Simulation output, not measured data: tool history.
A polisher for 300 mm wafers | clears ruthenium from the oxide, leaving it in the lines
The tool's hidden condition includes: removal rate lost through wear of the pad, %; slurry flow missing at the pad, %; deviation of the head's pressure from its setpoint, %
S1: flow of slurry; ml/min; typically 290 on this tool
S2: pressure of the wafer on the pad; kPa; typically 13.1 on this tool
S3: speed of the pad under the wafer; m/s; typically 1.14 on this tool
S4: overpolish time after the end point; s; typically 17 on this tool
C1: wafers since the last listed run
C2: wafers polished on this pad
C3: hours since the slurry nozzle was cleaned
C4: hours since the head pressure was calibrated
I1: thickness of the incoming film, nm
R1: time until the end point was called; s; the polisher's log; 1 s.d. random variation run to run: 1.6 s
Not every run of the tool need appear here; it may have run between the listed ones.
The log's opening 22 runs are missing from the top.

run 23 day=94.762 | S1=290 S2=13.1 S3=1.14 S4=17 | C1=327 C2=559 C3=438.2 C4=615.3 | I1=127.3 | R1=88.7
-- day=95.167 head pressure recalibrated
-- day=98.579 slurry nozzle cleaned
run 24 day=99.162 | S1=195 S2=8.3 S3=1.14 S4=8 | C1=567 C2=1127 C3=14 C4=95.9 | I1=125.1 | R1=130.9
run 25 day=101.929 | S1=240 S2=13.1 S3=0.94 S4=22 | C1=367 C2=1494 C3=80.4 C4=162.3 | I1=123 | R1=104.6
run 26 day=105.471 | S1=385 S2=11 S3=1.14 S4=24 | C1=470 C2=1964 C3=165.4 C4=247.3 | I1=126.1 | R1=101.7
run 27 day=107.188 | S1=290 S2=13.1 S3=1.14 S4=17 | C1=227 C2=2192 C3=206.6 C4=288.5 | I1=126.2 | R1=92
run 28 day=110.075 | S1=290 S2=13.1 S3=1.14 S4=17 | C1=383 C2=2576 C3=275.9 C4=357.8 | I1=126.4 | R1=93.6
-- day=112.371 worn pad replaced by a new one
run 29 day=112.942 | S1=290 S2=13.1 S3=1.14 S4=20 | C1=358 C2=75 C3=344.7 C4=426.6 | I1=123.7 | R1=89.9
run 30 day=115.058 | S1=215 S2=13.1 S3=1.14 S4=17 | C1=281 C2=357 C3=395.5 C4=477.4 | I1=127.5 | R1=96.4

Predict each of these 3 candidate next runs independently; none follows another, all start after run 30:
run A day=115.079 | S1=290 S2=13.1 S3=1.14 S4=17 | C1=2 C2=359 C3=396 C4=477.9 | I1=125.4 | R1=?
run B day=115.079 | S1=345 S2=9 S3=0.96 S4=25 | C1=2 C2=359 C3=396 C4=477.9 | I1=125.4 | R1=?
run C day=115.079 | S1=340 S2=17.9 S3=1.14 S4=8 | C1=2 C2=359 C3=396 C4=477.9 | I1=125.4 | R1=?

run=A R1=90.1
run=B R1=136
run=C R1=68.2
Had the tool no hidden state, the same runs would have come out as:
run=A R1=90.1
run=B R1=136
run=C R1=68.2
